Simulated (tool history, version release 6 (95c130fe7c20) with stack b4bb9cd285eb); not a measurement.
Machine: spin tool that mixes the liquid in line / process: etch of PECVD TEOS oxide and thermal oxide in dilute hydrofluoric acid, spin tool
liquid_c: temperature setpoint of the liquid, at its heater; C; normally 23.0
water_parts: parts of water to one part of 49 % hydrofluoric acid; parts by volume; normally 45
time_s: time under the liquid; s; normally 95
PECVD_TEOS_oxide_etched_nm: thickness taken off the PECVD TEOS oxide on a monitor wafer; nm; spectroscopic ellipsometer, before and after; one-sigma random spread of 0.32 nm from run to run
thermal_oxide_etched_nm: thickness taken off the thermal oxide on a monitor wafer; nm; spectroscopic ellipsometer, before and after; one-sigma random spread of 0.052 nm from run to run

run    hour  liquid_c  water_parts  time_s  wafers since the last listed run  hours since the thermometer was replaced  hours since the hydrofluoric acid flow meter was replaced  hours since the gauge calibration  read-back film thickness of the PECVD TEOS oxide reference wafer, read on the same gauge (nm)  read-back film thickness of the thermal oxide reference wafer, read on the same gauge (nm)  PECVD_TEOS_oxide_etched_nm  thermal_oxide_etched_nm
  1     0.0      23.0           45      75                                 0                                    1588.6                                                     1502.5                              905.1                                                                                         126.87                                                                                       29.27                       24.82                     7.56
  2    94.5      23.0           45      75                               883                                    1683.1                                                     1597.0                              999.6                                                                                         126.57                                                                                       29.20                       25.17                     7.58
  3   325.2      23.0           45      75                              2156                                    1913.8                                                     1827.7                             1230.3                                                                                         125.82                                                                                       29.02                       24.51                     7.56
  4   366.4      24.0           45      95                               385                                    1955.0                                                     1868.9                             1271.5                                                                                         125.69                                                                                       28.99                       32.68                     9.87
  5   443.4      24.0           45      95                               719                                    2032.0                                                     1945.9                             1348.5                                                                                         125.43                                                                                       28.93                       32.73                     9.91
      537.1  -- hydrofluoric acid flow meter replaced
  6   546.9      23.0           45      95                               958                                    2135.5                                                        9.8                             1452.0                                                                                         125.04                                                                                       28.86                       31.05                     9.39
  7   619.0      23.0           45      95                               674                                    2207.6                                                       81.9                             1524.1                                                                                         124.82                                                                                       28.81                       31.33                     9.46
  8   683.4      23.0           45      95                               602                                    2272.0                                                      146.3                             1588.5                                                                                         124.62                                                                                       28.75                       30.71                     9.38
  9   744.9      23.0           45      95                               574                                    2333.5                                                      207.8                             1650.0                                                                                         124.41                                                                                       28.71                       30.66                     9.47
      756.7  -- gauge calibrated
 10   848.2      23.0           45      95                               965                                    2436.8                                                      311.1                               91.5                                                                                         130.20                                                                                       30.05                       32.15                     9.91
 11   939.2      23.0           45      95                               850                                    2527.8                                                      402.1                              182.5                                                                                         129.96                                                                                       30.00                       32.52                     9.79
 12   989.3      23.0           45      80                               468                                    2577.9                                                      452.2                              232.6                                                                                         129.75                                                                                       29.96                       26.92                     8.21
 13  1032.6      23.0           45      95                               404                                    2621.2                                                      495.5                              275.9                                                                                         129.61                                                                                       29.92                       31.75                     9.77
 14  1110.6      20.0           55      95                               729                                    2699.2                                                      573.5                              353.9                                                                                         129.42                                                                                       29.84                       23.45                     6.97
 15  1184.0      23.0           45      95                               686                                    2772.6                                                      646.9                              427.3                                                                                         129.13                                                                                       29.79                       32.54                     9.77
 16  1243.2      27.5           30      70                               553                                    2831.8                                                      706.1                              486.5                                                                                         128.92                                                                                       29.75                       43.75                    13.16
 17  1308.7      18.5           60     145                               612                                    2897.3                                                      771.6                              552.0                                                                                         128.72                                                                                       29.69                       30.04                     9.14
     1338.3  -- thermometer replaced
 18  1378.4      20.0           45     145                               642                                      40.1                                                      841.3                              621.7                                                                                         128.51                                                                                       29.66                       42.57                    13.04
 19  1456.1      23.0           45      95                               726                                     117.8                                                      919.0                              699.4                                                                                         128.24                                                                                       29.61                       31.51                     9.66
 20  1495.3      18.5           45     130                               366                                     157.0                                                      958.2                              738.6                                                                                         128.07                                                                                       29.57                       36.37                    10.91
 21  1539.2      19.0           45     110                               410                                     200.9                                                     1002.1                              782.5                                                                                         127.93                                                                                       29.51                       31.16                     9.42
 22  1631.7      27.0           60      70                               864                                     293.4                                                     1094.6                              875.0                                                                                         127.69                                                                                       29.45                       20.60                     6.11
 23  1671.2      23.0           45      95                               369                                     332.9                                                     1134.1                              914.5                                                                                         127.52                                                                                       29.44                       32.33                     9.71
 24  1721.2      21.5           60      70                               467                                     382.9                                                     1184.1                              964.5                                                                                         127.37                                                                                       29.40                       16.32                     4.93

Predict each of these 3 candidate next runs independently; none follows another, all start after run 24:
  A  1721.6      23.0           45      95                                 3                                     383.3                                                     1184.5                              964.9                                                                                              ?                                                                                           ?                           ?                        ?
  B  1721.6      25.0           60      95                                 3                                     383.3                                                     1184.5                              964.9                                                                                              ?                                                                                           ?                           ?                        ?
  C  1721.6      23.0           55     125                                 3                                     383.3                                                     1184.5                              964.9                                                                                              ?                                                                                           ?                           ?                        ?

run  read-back film thickness of the PECVD TEOS oxide reference wafer, read on the same gauge (nm)  read-back film thickness of the thermal oxide reference wafer, read on the same gauge (nm)  PECVD_TEOS_oxide_etched_nm  thermal_oxide_etched_nm
  A                                                                                         127.30                                                                                       29.38                       31.52                     9.56
  B                                                                                         127.30                                                                                       29.38                       25.16                     7.63
  C                                                                                         127.30                                                                                       29.38                       33.49                    10.16
Without the tool's hidden state the same runs would have given:
run  PECVD_TEOS_oxide_etched_nm  thermal_oxide_etched_nm
  A                       32.17                     9.75
  B                       25.68                     7.79
  C                       34.19                    10.37
